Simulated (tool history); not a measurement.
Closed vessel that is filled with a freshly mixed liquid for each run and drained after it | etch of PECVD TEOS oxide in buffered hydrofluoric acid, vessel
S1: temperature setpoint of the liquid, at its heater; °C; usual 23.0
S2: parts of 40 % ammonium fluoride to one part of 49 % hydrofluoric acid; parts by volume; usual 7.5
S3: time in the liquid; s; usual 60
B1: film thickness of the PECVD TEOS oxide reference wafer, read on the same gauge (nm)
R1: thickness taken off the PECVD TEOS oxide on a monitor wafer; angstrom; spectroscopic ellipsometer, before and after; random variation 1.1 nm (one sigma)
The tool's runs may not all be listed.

{"run": 1, "hour": 0.0, "S1": 23.0, "S2": 7.5, "S3": 60, "B1": 99.97, "R1": 1691.2}
{"run": 2, "hour": 8.0, "S1": 23.0, "S2": 7.5, "S3": 60, "B1": 100.02, "R1": 1680.1}
{"run": 3, "hour": 16.6, "S1": 23.0, "S2": 7.5, "S3": 60, "B1": 100.03, "R1": 1702.9}
{"run": 4, "hour": 27.9, "S1": 26.0, "S2": 7.5, "S3": 60, "B1": 100.03, "R1": 1976.1}
{"run": 5, "hour": 37.7, "S1": 26.0, "S2": 7.5, "S3": 60, "B1": 99.99, "R1": 1977.2}
{"run": 6, "hour": 48.2, "S1": 26.0, "S2": 7.5, "S3": 60, "B1": 100.05, "R1": 2021.3}
{"run": 7, "hour": 63.8, "S1": 23.0, "S2": 7.5, "S3": 60, "B1": 99.99, "R1": 1684.6}
{"hour": 101.2, "done": "gauge calibrated"}
{"hour": 101.5, "done": "thermometer replaced"}
{"run": 8, "hour": 112.9, "S1": 23.0, "S2": 7.5, "S3": 60, "B1": 100.0, "R1": 1516.4}
{"run": 9, "hour": 121.3, "S1": 23.0, "S2": 7.5, "S3": 60, "B1": 100.04, "R1": 1543.7}
{"run": 10, "hour": 129.8, "S1": 23.0, "S2": 7.5, "S3": 60, "B1": 100.03, "R1": 1528.2}
{"run": 11, "hour": 170.1, "S1": 27.5, "S2": 7.5, "S3": 45, "B1": 100.03, "R1": 1461.8}
{"run": 12, "hour": 179.3, "S1": 21.0, "S2": 5.0, "S3": 70, "B1": 99.98, "R1": 2289.5}
{"run": 13, "hour": 188.5, "S1": 27.5, "S2": 5.0, "S3": 70, "B1": 100.02, "R1": 3217.7}
{"hour": 195.5, "done": "hydrofluoric acid flow meter replaced"}
{"run": 14, "hour": 197.4, "S1": 23.0, "S2": 7.5, "S3": 60, "B1": 99.97, "R1": 1530.0}
{"run": 15, "hour": 215.1, "S1": 25.5, "S2": 8.5, "S3": 60, "B1": 100.0, "R1": 1531.6}
{"run": 16, "hour": 223.3, "S1": 23.0, "S2": 7.5, "S3": 60, "B1": 99.98, "R1": 1544.0}
{"run": 17, "hour": 241.0, "S1": 24.5, "S2": 5.0, "S3": 30, "B1": 100.01, "R1": 1208.7}
{"run": 18, "hour": 258.5, "S1": 23.0, "S2": 7.5, "S3": 30, "B1": 100.0, "R1": 770.7}
{"run": 19, "hour": 271.6, "S1": 24.5, "S2": 7.5, "S3": 60, "B1": 100.01, "R1": 1673.2}
{"run": 20, "hour": 278.3, "S1": 27.5, "S2": 5.0, "S3": 60, "B1": 100.01, "R1": 2849.3}

4 ways to go on from here, each from the tool as it stands after run 20. What would each give?
{"run": "A", "hour": 279.0, "S1": 23.0, "S2": 7.5, "S3": 60, "B1": "?", "R1": "?"}
{"run": "B", "hour": 279.0, "S1": 26.0, "S2": 5.0, "S3": 60, "B1": "?", "R1": "?"}
{"run": "C", "hour": 279.0, "S1": 19.0, "S2": 8.5, "S3": 75, "B1": "?", "R1": "?"}
{"run": "D", "hour": 279.0, "S1": 25.5, "S2": 7.5, "S3": 80, "B1": "?", "R1": "?"}

run=A B1=100.00 R1=1543.7
run=B B1=100.00 R1=2606.8
run=C B1=100.00 R1=1350.7
run=D B1=100.00 R1=2356.3
Without the tool's hidden state the same runs would have given:
run=A R1=1480.8
run=B R1=2502.9
run=C R1=1294.2
run=D R1=2261.9
